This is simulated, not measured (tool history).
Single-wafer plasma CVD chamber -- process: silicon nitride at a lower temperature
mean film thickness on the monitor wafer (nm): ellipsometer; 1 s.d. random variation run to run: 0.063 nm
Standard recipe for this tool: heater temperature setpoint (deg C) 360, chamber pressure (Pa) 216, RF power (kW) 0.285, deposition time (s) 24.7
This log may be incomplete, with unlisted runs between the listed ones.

run     day  heater temperature setpoint (deg C)  chamber pressure (Pa)  RF power (kW)  deposition time (s)  read-back reference wafer on the same gauge, thickness_nm  mean film thickness on the monitor wafer (nm)
  1       0                                  360                    216          0.285                 24.7                                                     23.609                                         26.433
  2   1.129                                  366                    216          0.285                 24.7                                                     23.597                                         26.373
      2.958  -- capacitance manometer re-zeroed and calibrated
      3.467  -- RF generator calibrated
  3   3.488                                  360                    216          0.285                 24.7                                                     23.593                                         27.432
  4   5.275                                  360                    216          0.285                 24.7                                                     23.603                                         27.427
      6.125  -- thermocouple changed; heater temperature recalibrated
  5   6.317                                  364                    201           0.26                 24.7                                                     23.605                                         24.853
  6   8.683                                  348                    216          0.285                 24.7                                                     23.597                                         27.448
  7  10.938                                  360                    195          0.235                 22.4                                                     23.591                                         20.499
  8  13.904                                  360                    216           0.26                   20                                                     23.612                                         20.498
  9  15.729                                  360                    240           0.23                 27.9                                                     23.602                                         26.126
 10  17.054                                  356                    187          0.325                 20.6                                                     23.603                                         24.627
 11  18.262                                  360                    233          0.285                 29.2                                                     23.608                                          32.87
     20.267  -- capacitance manometer re-zeroed and calibrated, repeated, since the last time left the tool worse
 12  20.288                                  360                    216          0.285                 24.7                                                     23.605                                         26.745
 13  22.525                                  360                    216          0.285                 24.7                                                     23.606                                         26.796
     23.554  -- showerhead replaced
 14  25.279                                  360                    263          0.265                 27.1                                                       23.6                                         28.839
 15  28.096                                  360                    172          0.285                 24.7                                                     23.599                                         25.422
 16  29.871                                  356                    216          0.285                 29.1                                                     23.584                                          31.61
 17  31.658                                  360                    216          0.285                 24.7                                                     23.603                                         26.796
 18  34.208                                  360                    173          0.285                 24.7                                                     23.608                                         25.468
 19  37.038                                  354                    235          0.325                   28                                                      23.59                                         34.487
 20  38.771                                  360                    164          0.285                 24.7                                                     23.587                                         25.116
 21  44.838                                  360                    216          0.285                 24.7                                                     23.588                                          26.63
 22  46.171                                  360                    216          0.285                 22.2                                                     23.604                                         24.169
     48.021  -- thermocouple changed; heater temperature recalibrated
 23  48.742                                  364                    253           0.33                 23.3                                                     23.589                                         29.414
 24  50.246                                  360                    199           0.27                   22                                                     23.605                                         22.413
 25  52.538                                  371                    216          0.285                 28.3                                                     23.597                                         30.454
 26  53.679                                  360                    216          0.285                 24.7                                                     23.605                                         26.733
 27  56.612                                  364                    255           0.32                 26.3                                                     23.599                                         32.341
 28  58.029                                  350                    179          0.235                 20.5                                                     23.587                                         18.064
 29    60.6                                  346                    216          0.285                 24.7                                                     23.582                                         26.822

3 options for the next run, each taken on its own from the tool as it stands now. Forecast them:
  A  60.617                                  360                    216          0.285                 22.4                                                          ?                                              ?
  B  60.617                                  360                    164          0.335                 24.7                                                          ?                                              ?
  C  60.617                                  360                    216          0.285                 27.7                                                          ?                                              ?

run  read-back reference wafer on the same gauge, thickness_nm  mean film thickness on the monitor wafer (nm)
  A                                                      23.59                                         24.219
  B                                                      23.59                                         28.503
  C                                                      23.59                                         29.935
Without the tool's hidden state the same runs would have given:
run  mean film thickness on the monitor wafer (nm)
  A                                         24.256
  B                                         28.548
  C                                          29.98
